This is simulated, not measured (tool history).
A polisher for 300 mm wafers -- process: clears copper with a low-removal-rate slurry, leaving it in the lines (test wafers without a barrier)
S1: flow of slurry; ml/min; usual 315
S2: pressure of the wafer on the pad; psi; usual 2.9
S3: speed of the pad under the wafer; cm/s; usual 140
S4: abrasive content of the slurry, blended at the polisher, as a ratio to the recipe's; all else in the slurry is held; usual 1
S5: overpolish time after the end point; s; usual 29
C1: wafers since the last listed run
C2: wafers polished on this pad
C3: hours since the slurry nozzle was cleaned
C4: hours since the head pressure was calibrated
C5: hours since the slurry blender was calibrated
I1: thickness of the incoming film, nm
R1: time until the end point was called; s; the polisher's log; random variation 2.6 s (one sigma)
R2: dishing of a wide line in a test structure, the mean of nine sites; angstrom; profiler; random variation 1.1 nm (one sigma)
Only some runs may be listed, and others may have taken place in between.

Run 1, hour 0: usual settings but S3 112 cm/s; C1 0; C2 71; C3 175.3; C4 174.1; C5 111.2; I1 613.2. Result: R1 177.8 s, R2 525 angstrom.
Run 2, hour 92.8: usual settings but S1 350 ml/min, S5 22 s; C1 707; C2 778; C3 268.1; C4 266.9; C5 204; I1 620.2. Result: R1 148.7 s, R2 509 angstrom.
Run 3, hour 133.8: usual settings; C1 312; C2 1091; C3 309.1; C4 307.9; C5 245; I1 602.8. Result: R1 146.8 s, R2 599 angstrom.
Run 4, hour 232: usual settings but S5 38 s; C1 748; C2 1839; C3 407.3; C4 406.1; C5 343.2; I1 611.6. Result: R1 154.6 s, R2 702 angstrom.
At hour 243.2: slurry nozzle cleaned.
At hour 250.5: head pressure recalibrated.
Run 5, hour 301.5: usual settings but S2 3.4 psi; C1 506; C2 2346; C3 58.3; C4 51; C5 412.7; I1 627.5. Result: R1 122.9 s, R2 726 angstrom.
At hour 330.6: worn pad replaced by a new one.
At hour 333.9: slurry blender recalibrated.
Run 6, hour 376.6: usual settings but S1 370 ml/min; C1 526; C2 335; C3 133.4; C4 126.1; C5 42.7; I1 607.9. Result: R1 138.6 s, R2 625 angstrom.
Run 7, hour 412.8: usual settings but S1 370 ml/min; C1 275; C2 611; C3 169.6; C4 162.3; C5 78.9; I1 620.8. Result: R1 151.7 s, R2 638 angstrom.
Run 8, hour 464: usual settings but S1 370 ml/min; C1 390; C2 1001; C3 220.8; C4 213.5; C5 130.1; I1 614.2. Result: R1 150.2 s, R2 625 angstrom.
Run 9, hour 529: usual settings; C1 495; C2 1497; C3 285.8; C4 278.5; C5 195.1; I1 625. Result: R1 153.8 s, R2 629 angstrom.
Run 10, hour 579.5: usual settings; C1 384; C2 1882; C3 336.3; C4 329; C5 245.6; I1 610.3. Result: R1 154.4 s, R2 609 angstrom.
At hour 598.5: head pressure recalibrated.
Run 11, hour 628.4: usual settings; C1 357; C2 2239; C3 385.2; C4 29.9; C5 294.5; I1 612.9. Result: R1 136.4 s, R2 635 angstrom.
At hour 644.8: slurry nozzle cleaned.
At hour 717.6: worn pad replaced by a new one.
Run 12, hour 718.1: usual settings but S4 1.1, S5 41 s; C1 645; C2 3; C3 73.3; C4 119.6; C5 384.2; I1 614.8. Result: R1 142.7 s, R2 784 angstrom.
At hour 777.6: slurry blender recalibrated.
Run 13, hour 797: usual settings; C1 586; C2 589; C3 152.2; C4 198.5; C5 19.4; I1 626.2. Result: R1 154.9 s, R2 625 angstrom.
At hour 985.4: head pressure recalibrated.
At hour 1057.8: worn pad replaced by a new one.
At hour 1059.5: slurry nozzle cleaned.
Run 14, hour 1116.7: usual settings but S1 225 ml/min, S2 3.7 psi, S3 182 cm/s, S5 37 s; C1 2383; C2 441; C3 57.2; C4 131.3; C5 339.1; I1 617.5. Result: R1 95.8 s, R2 910 angstrom.
Run 15, hour 1168.1: usual settings but S1 350 ml/min, S3 114 cm/s, S4 0.9; C1 391; C2 833; C3 108.6; C4 182.7; C5 390.5; I1 614.1. Result: R1 187.7 s, R2 523 angstrom.
At hour 1172.9: slurry blender recalibrated.
At hour 1305.4: head pressure recalibrated.
At hour 1435.3: slurry nozzle cleaned.
At hour 1441.2: worn pad replaced by a new one.
Run 16, hour 1484: usual settings but S2 2.5 psi, S3 98 cm/s; C1 2339; C2 325; C3 48.7; C4 178.6; C5 311.1; I1 622.5. Result: R1 237 s, R2 450 angstrom.
At hour 1515.7: slurry blender recalibrated.
Run 17, hour 1578.3: usual settings; C1 703; C2 1029; C3 143; C4 272.9; C5 62.6; I1 607.5. Result: R1 145.7 s, R2 631 angstrom.
Run 18, hour 1678.9: usual settings; C1 766; C2 1796; C3 243.6; C4 373.5; C5 163.2; I1 626.4. Result: R1 150.5 s, R2 616 angstrom.
At hour 1695.9: head pressure recalibrated.
At hour 1753.6: slurry nozzle cleaned.
Run 19, hour 1764.9: usual settings but S1 415 ml/min, S2 3.7 psi, S4 0.7; C1 632; C2 2428; C3 11.3; C4 69; C5 249.2; I1 614.7. Result: R1 125.1 s, R2 728 angstrom.
At hour 1786.9: worn pad replaced by a new one.
Run 20, hour 1807.7: usual settings but S1 210 ml/min, S4 1.2; C1 295; C2 158; C3 54.1; C4 111.8; C5 292; I1 617.6. Result: R1 148.7 s, R2 639 angstrom.
Run 21, hour 1867.9: usual settings but S1 350 ml/min, S2 3.9 psi; C1 458; C2 617; C3 114.3; C4 172; C5 352.2; I1 614.2. Result: R1 111.3 s, R2 773 angstrom.

What if the next run were any one of these 3? Each begins from the tool's condition after run 21:
Run A, hour 1868.4: usual settings but S1 245 ml/min; C1 3; C2 621; C3 114.8; C4 172.5; C5 352.7; I1 613.3. Result: R1 ?, R2 ?.
Run B, hour 1868.4: usual settings but S1 275 ml/min, S3 156 cm/s, S4 0.85, S5 46 s; C1 3; C2 621; C3 114.8; C4 172.5; C5 352.7; I1 613.3. Result: R1 ?, R2 ?.
Run C, hour 1868.4: usual settings but S1 390 ml/min, S2 3.8 psi, S4 1.1, S5 38 s; C1 3; C2 621; C3 114.8; C4 172.5; C5 352.7; I1 613.3. Result: R1 ?, R2 ?.

run     R1   R2
  A    150  616
  B  138.3  823
  C  109.5  873
Had the tool no hidden state, the same runs would have come out as:
run     R1   R2
  A  138.9  652
  B  128.1  861
  C  101.3  913
